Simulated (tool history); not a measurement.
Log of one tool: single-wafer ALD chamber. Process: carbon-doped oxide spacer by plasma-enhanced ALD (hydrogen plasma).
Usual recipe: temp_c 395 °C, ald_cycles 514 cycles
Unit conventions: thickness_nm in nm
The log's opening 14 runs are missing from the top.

run,hour,temp_c,ald_cycles,wafers since the last listed run,hours since the last thermocouple change,hours since the gauge calibration,"read-back reference wafer on the same gauge, thickness_nm",thickness_nm
15,584.6,395,514,54,2431.8,1610.6,22.812,25.168
16,632.7,395,514,42,2479.9,1658.7,22.790,25.168
# hour 651.4: gauge calibrated
17,693.0,406,514,52,2540.2,41.6,22.826,24.643
# hour 730.6: thermocouple changed; heater temperature recalibrated
18,764.6,401,578,55,34.0,113.2,22.806,28.267
19,790.8,395,444,22,60.2,139.4,22.818,21.841
20,996.1,381,600,179,265.5,344.7,22.820,29.382
21,1063.0,403,437,58,332.4,411.6,22.809,21.177
22,1126.5,402,548,55,395.9,475.1,22.788,26.731
23,1180.7,395,464,47,450.1,529.3,22.800,22.781
24,1226.4,395,545,39,495.8,575.0,22.786,26.748
25,1254.8,395,427,24,524.2,603.4,22.790,20.990
26,1281.8,380,431,23,551.2,630.4,22.810,21.156
27,1310.1,395,514,24,579.5,658.7,22.794,25.167
28,1360.9,407,592,44,630.3,709.5,22.797,28.279
29,1428.6,382,447,59,698.0,777.2,22.819,21.938
30,1499.9,395,514,62,769.3,848.5,22.786,25.144
31,1528.0,391,595,24,797.4,876.6,22.800,29.205
32,1580.7,403,603,46,850.1,929.3,22.817,29.274
33,1620.7,389,423,34,890.1,969.3,22.809,20.718
34,1681.9,400,589,53,951.3,1030.5,22.770,28.841
35,1802.3,388,555,105,1071.7,1150.9,22.812,27.124
36,1842.4,408,449,35,1111.8,1191.0,22.790,21.397
37,1873.4,395,514,27,1142.8,1222.0,22.804,25.288

5 options for the next run, each taken on its own from the tool as it stands now. Forecast them:
A,1874.6,395,514,1,1144.0,1223.2,?,?
B,1874.6,386,419,1,1144.0,1223.2,?,?
C,1874.6,409,471,1,1144.0,1223.2,?,?
D,1874.6,408,480,1,1144.0,1223.2,?,?
E,1874.6,405,585,1,1144.0,1223.2,?,?

run,"read-back reference wafer on the same gauge, thickness_nm",thickness_nm
A,22.815,25.320
B,22.815,20.640
C,22.815,22.528
D,22.815,23.033
E,22.815,28.343
With the hidden condition removed and each run's random variation left untouched, the same runs would have given:
run,thickness_nm
A,25.320
B,20.640
C,22.528
D,23.033
E,28.343
